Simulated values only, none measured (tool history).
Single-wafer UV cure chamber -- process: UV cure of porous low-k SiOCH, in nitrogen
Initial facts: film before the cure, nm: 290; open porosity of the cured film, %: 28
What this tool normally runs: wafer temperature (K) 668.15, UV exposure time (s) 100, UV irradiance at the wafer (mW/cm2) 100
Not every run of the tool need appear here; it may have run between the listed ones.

| run | hour | wafer temperature (K) | UV exposure time (s) | UV irradiance at the wafer (mW/cm2) | wafers since the last listed run | hours since the UV bulbs were replaced | wafers since the quartz window was cleaned | loss of film thickness in the cure (%) |
|---|---|---|---|---|---|---|---|---|
| 1 | 0.0 | 668.15 | 100 | 100 | 0 | 1371.5 | 122 | 8.862 |
| 2 | 15.7 | 668.15 | 100 | 100 | 175 | 1387.2 | 298 | 8.774 |
| 3 | 28.6 | 668.15 | 100 | 100 | 144 | 1400.1 | 442 | 8.596 |
| 4 | 38.6 | 668.15 | 100 | 100 | 111 | 1410.1 | 554 | 8.565 |
| 5 | 48.4 | 668.15 | 100 | 73 | 109 | 1419.9 | 664 | 7.107 |
| 6 | 58.7 | 668.15 | 100 | 73 | 115 | 1430.2 | 779 | 6.969 |
| 7 | 74.9 | 668.15 | 100 | 73 | 181 | 1446.4 | 960 | 6.847 |
| 8 | 91.0 | 668.15 | 100 | 100 | 180 | 1462.5 | 1141 | 8.512 |
| 9 | 106.6 | 668.15 | 100 | 100 | 174 | 1478.1 | 1315 | 8.194 |
| 10 | 117.6 | 668.15 | 100 | 100 | 123 | 1489.1 | 1438 | 8.167 |
| 11 | 160.4 | 655.15 | 75 | 100 | 479 | 1531.9 | 1917 | 6.324 |
| 12 | 172.2 | 655.15 | 75 | 100 | 132 | 1543.7 | 2050 | 6.284 |
| 13 | 186.0 | 655.15 | 75 | 100 | 154 | 1557.5 | 2204 | 6.163 |
|  | 195.6 | quartz window cleaned |
| 14 | 196.1 | 668.15 | 60 | 76 | 23 | 1567.6 | 6 | 5.199 |
| 15 | 203.3 | 668.15 | 60 | 76 | 80 | 1574.8 | 86 | 5.208 |
| 16 | 243.1 | 668.15 | 100 | 100 | 445 | 1614.6 | 532 | 8.442 |
| 17 | 255.4 | 668.15 | 100 | 100 | 137 | 1626.9 | 669 | 8.419 |
| 18 | 271.8 | 668.15 | 100 | 100 | 183 | 1643.3 | 853 | 8.328 |
| 19 | 288.2 | 668.15 | 150 | 129 | 183 | 1659.7 | 1036 | 11.595 |
| 20 | 306.1 | 681.15 | 45 | 100 | 200 | 1677.6 | 1237 | 4.985 |
| 21 | 318.2 | 668.15 | 100 | 100 | 135 | 1689.7 | 1372 | 8.078 |
| 22 | 335.6 | 668.15 | 145 | 78 | 194 | 1707.1 | 1567 | 8.406 |
| 23 | 344.2 | 682.15 | 100 | 68 | 96 | 1715.7 | 1663 | 6.306 |
| 24 | 357.6 | 668.15 | 100 | 100 | 149 | 1729.1 | 1813 | 7.715 |
| 25 | 367.4 | 656.15 | 135 | 100 | 109 | 1738.9 | 1923 | 9.014 |
| 26 | 381.6 | 668.15 | 100 | 100 | 158 | 1753.1 | 2082 | 7.728 |

What will run 27 give?
| 27 | 394.4 | 654.15 | 70 | 111 | 143 | 1765.9 | 2225 | ? |

Run 27 measured loss of film thickness in the cure (%) 6.279.
With the hidden condition absent and the run-to-run variation left alone, this run would have shown loss of film thickness in the cure (%) 8.851.
